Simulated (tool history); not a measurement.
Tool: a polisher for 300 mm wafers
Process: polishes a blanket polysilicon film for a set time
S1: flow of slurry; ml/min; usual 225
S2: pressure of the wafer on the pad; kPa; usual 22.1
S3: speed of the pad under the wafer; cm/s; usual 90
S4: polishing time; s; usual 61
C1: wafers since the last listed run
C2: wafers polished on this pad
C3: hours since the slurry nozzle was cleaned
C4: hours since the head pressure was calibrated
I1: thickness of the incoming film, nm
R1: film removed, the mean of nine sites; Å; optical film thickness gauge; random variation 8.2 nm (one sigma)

Run 1, hour 0: usual settings; C1 0; C2 357; C3 114.2; C4 918.3; I1 1623.6. Result: R1 5605 Å.
At hour 15.3: worn pad replaced by a new one.
Run 2, hour 15.6: usual settings; C1 120; C2 2; C3 129.8; C4 933.9; I1 1620.9. Result: R1 6054 Å.
Run 3, hour 33.1: usual settings; C1 181; C2 184; C3 147.3; C4 951.4; I1 1636.2. Result: R1 5975 Å.
Run 4, hour 40.1: usual settings; C1 72; C2 256; C3 154.3; C4 958.4; I1 1607.5. Result: R1 5798 Å.
Run 5, hour 56.5: usual settings; C1 170; C2 426; C3 170.7; C4 974.8; I1 1598. Result: R1 5555 Å.
At hour 74.5: worn pad replaced by a new one.
Run 6, hour 75: usual settings; C1 150; C2 5; C3 189.2; C4 993.3; I1 1588.3. Result: R1 6189 Å.
Run 7, hour 88.2: usual settings but S3 66 cm/s; C1 136; C2 142; C3 202.4; C4 1006.5; I1 1598.6. Result: R1 4521 Å.
At hour 99: slurry nozzle cleaned.
At hour 101.8: head pressure recalibrated.
Run 8, hour 105.2: usual settings but S3 110 cm/s; C1 145; C2 287; C3 6.2; C4 3.4; I1 1604.8. Result: R1 6813 Å.
Run 9, hour 113: usual settings but S3 110 cm/s; C1 80; C2 368; C3 14; C4 11.2; I1 1603.6. Result: R1 6797 Å.
Run 10, hour 120.8: usual settings but S2 17.9 kPa; C1 80; C2 448; C3 21.8; C4 19; I1 1615.2. Result: R1 4536 Å.
At hour 133.7: worn pad replaced by a new one.
Run 11, hour 134.2: usual settings but S2 17.9 kPa; C1 97; C2 5; C3 35.2; C4 32.4; I1 1599.2. Result: R1 4846 Å.
Run 12, hour 142.6: usual settings but S4 54 s; C1 87; C2 92; C3 43.6; C4 40.8; I1 1606.9. Result: R1 5278 Å.
Run 13, hour 149.1: usual settings but S4 54 s; C1 67; C2 159; C3 50.1; C4 47.3; I1 1606.7. Result: R1 5121 Å.
Run 14, hour 162.7: usual settings but S1 160 ml/min, S4 70 s; C1 140; C2 300; C3 63.7; C4 60.9; I1 1582.9. Result: R1 6373 Å.
Run 15, hour 173.8: usual settings but S2 27.6 kPa, S3 108 cm/s, S4 81 s; C1 115; C2 415; C3 74.8; C4 72; I1 1596.2. Result: R1 10854 Å.
Run 16, hour 180.7: usual settings but S1 185 ml/min, S2 19.3 kPa; C1 71; C2 487; C3 81.7; C4 78.9; I1 1613.2. Result: R1 4703 Å.
At hour 185.3: worn pad replaced by a new one.
Run 17, hour 187.3: usual settings but S1 185 ml/min, S2 24.8 kPa, S4 70 s; C1 26; C2 20; C3 88.3; C4 85.5; I1 1619.7. Result: R1 7627 Å.
Run 18, hour 201.5: usual settings; C1 147; C2 167; C3 102.5; C4 99.7; I1 1634. Result: R1 5777 Å.
Run 19, hour 207.7: usual settings but S1 260 ml/min; C1 64; C2 231; C3 108.7; C4 105.9; I1 1600.7. Result: R1 6074 Å.
Run 20, hour 223: usual settings but S1 275 ml/min; C1 158; C2 390; C3 124; C4 121.2; I1 1597.4. Result: R1 5790 Å.
Run 21, hour 236.2: usual settings; C1 136; C2 527; C3 137.2; C4 134.4; I1 1620.6. Result: R1 5477 Å.
At hour 245.6: worn pad replaced by a new one.
Run 22, hour 247.2: usual settings but S1 155 ml/min; C1 72; C2 16; C3 148.2; C4 145.4; I1 1626.9. Result: R1 5952 Å.
Run 23, hour 255.8: usual settings but S1 275 ml/min, S2 27.6 kPa, S3 82 cm/s, S4 77 s; C1 89; C2 105; C3 156.8; C4 154; I1 1602.4. Result: R1 8669 Å.
Run 24, hour 267.1: usual settings but S1 245 ml/min, S4 82 s; C1 117; C2 222; C3 168.1; C4 165.3; I1 1608.9. Result: R1 7810 Å.
Run 25, hour 274.7: usual settings; C1 78; C2 301; C3 175.7; C4 172.9; I1 1586.2. Result: R1 5712 Å.
Run 26, hour 288.7: usual settings; C1 145; C2 446; C3 189.7; C4 186.9; I1 1577.7. Result: R1 5660 Å.

4 ways to go on from here, each from the tool as it stands after run 26. What would each give?
Run A, hour 289.1: usual settings but S4 43 s; C1 4; C2 450; C3 190.1; C4 187.3; I1 1597.1. Result: R1 ?.
Run B, hour 289.1: usual settings but S2 16.5 kPa, S3 108 cm/s; C1 4; C2 450; C3 190.1; C4 187.3; I1 1597.1. Result: R1 ?.
Run C, hour 289.1: usual settings but S2 19.3 kPa; C1 4; C2 450; C3 190.1; C4 187.3; I1 1597.1. Result: R1 ?.
Run D, hour 289.1: usual settings but S3 76 cm/s; C1 4; C2 450; C3 190.1; C4 187.3; I1 1597.1. Result: R1 ?.

run    R1
  A  4025
  B  5009
  C  4996
  D  4956
Without the tool's hidden state the same runs would have given:
run    R1
  A  4374
  B  5444
  C  5429
  D  5386

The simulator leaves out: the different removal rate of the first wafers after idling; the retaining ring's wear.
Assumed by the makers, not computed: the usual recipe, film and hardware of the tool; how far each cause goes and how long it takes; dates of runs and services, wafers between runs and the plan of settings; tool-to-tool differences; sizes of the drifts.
